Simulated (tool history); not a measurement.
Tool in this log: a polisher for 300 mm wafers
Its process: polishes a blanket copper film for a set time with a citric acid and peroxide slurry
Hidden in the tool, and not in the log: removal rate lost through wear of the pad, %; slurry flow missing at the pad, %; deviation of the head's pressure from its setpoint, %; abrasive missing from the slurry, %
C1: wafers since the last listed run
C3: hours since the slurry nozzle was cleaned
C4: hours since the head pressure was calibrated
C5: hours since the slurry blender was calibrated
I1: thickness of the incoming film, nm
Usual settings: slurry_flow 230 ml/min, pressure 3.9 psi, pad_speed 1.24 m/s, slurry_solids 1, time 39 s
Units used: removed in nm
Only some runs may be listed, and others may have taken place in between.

Run 1, hour 0: usual settings but pad_speed 0.92 m/s; C1 0; wafers polished on this pad 400; C3 854.3; C4 957.1; C5 0.5; I1 733.4. Result: removed 105.1 nm.
At hour 4.9: slurry nozzle cleaned.
Run 2, hour 7.1: usual settings but pad_speed 0.92 m/s; C1 49; wafers polished on this pad 449; C3 2.2; C4 964.2; C5 7.6; I1 742.6. Result: removed 105.1 nm.
Run 3, hour 17.9: usual settings but pad_speed 0.92 m/s; C1 87; wafers polished on this pad 537; C3 13; C4 975; C5 18.4; I1 735.2. Result: removed 105.5 nm.
Run 4, hour 25.2: usual settings but slurry_flow 190 ml/min; C1 59; wafers polished on this pad 597; C3 20.3; C4 982.3; C5 25.7; I1 728.4. Result: removed 136 nm.
Run 5, hour 38.7: usual settings but slurry_flow 190 ml/min; C1 109; wafers polished on this pad 707; C3 33.8; C4 995.8; C5 39.2; I1 720.5. Result: removed 137.2 nm.
Run 6, hour 45.7: usual settings but slurry_flow 190 ml/min; C1 57; wafers polished on this pad 764; C3 40.8; C4 1002.8; C5 46.2; I1 722.5. Result: removed 138.8 nm.
At hour 54.3: head pressure recalibrated.
Run 7, hour 59.2: usual settings but pressure 3.3 psi; C1 93; wafers polished on this pad 857; C3 54.3; C4 4.9; C5 59.7; I1 726.1. Result: removed 125.8 nm.
Run 8, hour 67.7: usual settings but pressure 3.3 psi; C1 69; wafers polished on this pad 926; C3 62.8; C4 13.4; C5 68.2; I1 729.2. Result: removed 125.3 nm.
Run 9, hour 75.7: usual settings; C1 65; wafers polished on this pad 992; C3 70.8; C4 21.4; C5 76.2; I1 732.5. Result: removed 144 nm.
Run 10, hour 86.7: usual settings but slurry_flow 300 ml/min, pad_speed 1.36 m/s, slurry_solids 1.1, time 44 s; C1 89; wafers polished on this pad 1081; C3 81.8; C4 32.4; C5 87.2; I1 723.4. Result: removed 181.7 nm.
Run 11, hour 97.3: usual settings but slurry_flow 210 ml/min, pressure 3.2 psi; C1 86; wafers polished on this pad 1167; C3 92.4; C4 43; C5 97.8; I1 735.2. Result: removed 122.7 nm.
Run 12, hour 106: usual settings; C1 70; wafers polished on this pad 1238; C3 101.1; C4 51.7; C5 106.5; I1 735.9. Result: removed 137.8 nm.
At hour 111.3: worn pad replaced by a new one.
Run 13, hour 120.9: usual settings but slurry_flow 265 ml/min, pad_speed 1.08 m/s, slurry_solids 1.25, time 46 s; C1 88; wafers polished on this pad 78; C3 116; C4 66.6; C5 121.4; I1 734. Result: removed 152.5 nm.
Run 14, hour 130.5: usual settings; C1 78; wafers polished on this pad 156; C3 125.6; C4 76.2; C5 131; I1 717.2. Result: removed 142.2 nm.
Run 15, hour 142.9: usual settings but pad_speed 1.58 m/s, time 50 s; C1 100; wafers polished on this pad 257; C3 138; C4 88.6; C5 143.4; I1 731.1. Result: removed 227.2 nm.
Run 16, hour 160.6: usual settings but pressure 3.4 psi, slurry_solids 0.9; C1 144; wafers polished on this pad 401; C3 155.7; C4 106.3; C5 161.1; I1 723. Result: removed 126.1 nm.
Run 17, hour 168.4: usual settings but pressure 3.4 psi, time 29 s; C1 63; wafers polished on this pad 465; C3 163.5; C4 114.1; C5 168.9; I1 725.2. Result: removed 95.2 nm.
Run 18, hour 182: usual settings but pad_speed 1.48 m/s; C1 110; wafers polished on this pad 576; C3 177.1; C4 127.7; C5 182.5; I1 727.6. Result: removed 170.3 nm.
Run 19, hour 193.7: usual settings but pressure 5.2 psi; C1 95; wafers polished on this pad 671; C3 188.8; C4 139.4; C5 194.2; I1 729.2. Result: removed 170.5 nm.
Run 20, hour 211.1: usual settings; C1 141; wafers polished on this pad 813; C3 206.2; C4 156.8; C5 211.6; I1 728.9. Result: removed 141.5 nm.
Run 21, hour 227.7: usual settings but pressure 4.6 psi; C1 135; wafers polished on this pad 948; C3 222.8; C4 173.4; C5 228.2; I1 737.2. Result: removed 154.2 nm.
Run 22, hour 234.4: usual settings; C1 54; wafers polished on this pad 1002; C3 229.5; C4 180.1; C5 234.9; I1 720.4. Result: removed 134.7 nm.
Run 23, hour 243.2: usual settings but pad_speed 0.92 m/s; C1 71; wafers polished on this pad 1074; C3 238.3; C4 188.9; C5 243.7; I1 738.5. Result: removed 102 nm.
Run 24, hour 257.5: usual settings but pad_speed 1.08 m/s; C1 116; wafers polished on this pad 1190; C3 252.6; C4 203.2; C5 258; I1 740.4. Result: removed 119.9 nm.
At hour 267.5: worn pad replaced by a new one.
Run 25, hour 274.9: usual settings but slurry_solids 1.3; C1 109; wafers polished on this pad 60; C3 270; C4 220.6; C5 275.4; I1 740. Result: removed 143.8 nm.
Run 26, hour 289.4: usual settings but pressure 4.5 psi, pad_speed 1.46 m/s, slurry_solids 1.2, time 35 s; C1 118; wafers polished on this pad 178; C3 284.5; C4 235.1; C5 289.9; I1 727. Result: removed 167 nm.
Run 27, hour 297.3: usual settings; C1 64; wafers polished on this pad 242; C3 292.4; C4 243; C5 297.8; I1 734.2. Result: removed 135.6 nm.
Run 28, hour 310.4: usual settings but pad_speed 0.88 m/s, slurry_solids 1.25, time 45 s; C1 106; wafers polished on this pad 349; C3 305.5; C4 256.1; C5 310.9; I1 728.7. Result: removed 117 nm.
Run 29, hour 323.8: usual settings but slurry_flow 190 ml/min; C1 109; wafers polished on this pad 458; C3 318.9; C4 269.5; C5 324.3; I1 719.4. Result: removed 135.2 nm.
Run 30, hour 331.2: usual settings but pad_speed 0.98 m/s; C1 60; wafers polished on this pad 519; C3 326.3; C4 276.9; C5 331.7; I1 728.1. Result: removed 110.1 nm.
Run 31, hour 340.1: usual settings but pressure 2.8 psi, slurry_solids 1.1, time 26 s; C1 72; wafers polished on this pad 591; C3 335.2; C4 285.8; C5 340.6; I1 718.3. Result: removed 71.5 nm.
Run 32, hour 356.5: usual settings but pad_speed 1.5 m/s, time 52 s; C1 133; wafers polished on this pad 725; C3 351.6; C4 302.2; C5 357; I1 740.6. Result: removed 216 nm.

Forecast each of these 3 alternatives for the next run:
Run A, hour 356.9: usual settings; C1 3; wafers polished on this pad 728; C3 352; C4 302.6; C5 357.4; I1 738.1. Result: removed ?.
Run B, hour 356.9: usual settings but pressure 4.5 psi, slurry_solids 0.85, time 43 s; C1 3; wafers polished on this pad 728; C3 352; C4 302.6; C5 357.4; I1 738.1. Result: removed ?.
Run C, hour 356.9: usual settings but slurry_flow 270 ml/min, pressure 4.5 psi; C1 3; wafers polished on this pad 728; C3 352; C4 302.6; C5 357.4; I1 738.1. Result: removed ?.

run  removed
  A    138.1
  B    165.2
  C    156.1
What these runs would have given with no unlogged condition in the tool:
run  removed
  A    144.8
  B    173.1
  C    163.6

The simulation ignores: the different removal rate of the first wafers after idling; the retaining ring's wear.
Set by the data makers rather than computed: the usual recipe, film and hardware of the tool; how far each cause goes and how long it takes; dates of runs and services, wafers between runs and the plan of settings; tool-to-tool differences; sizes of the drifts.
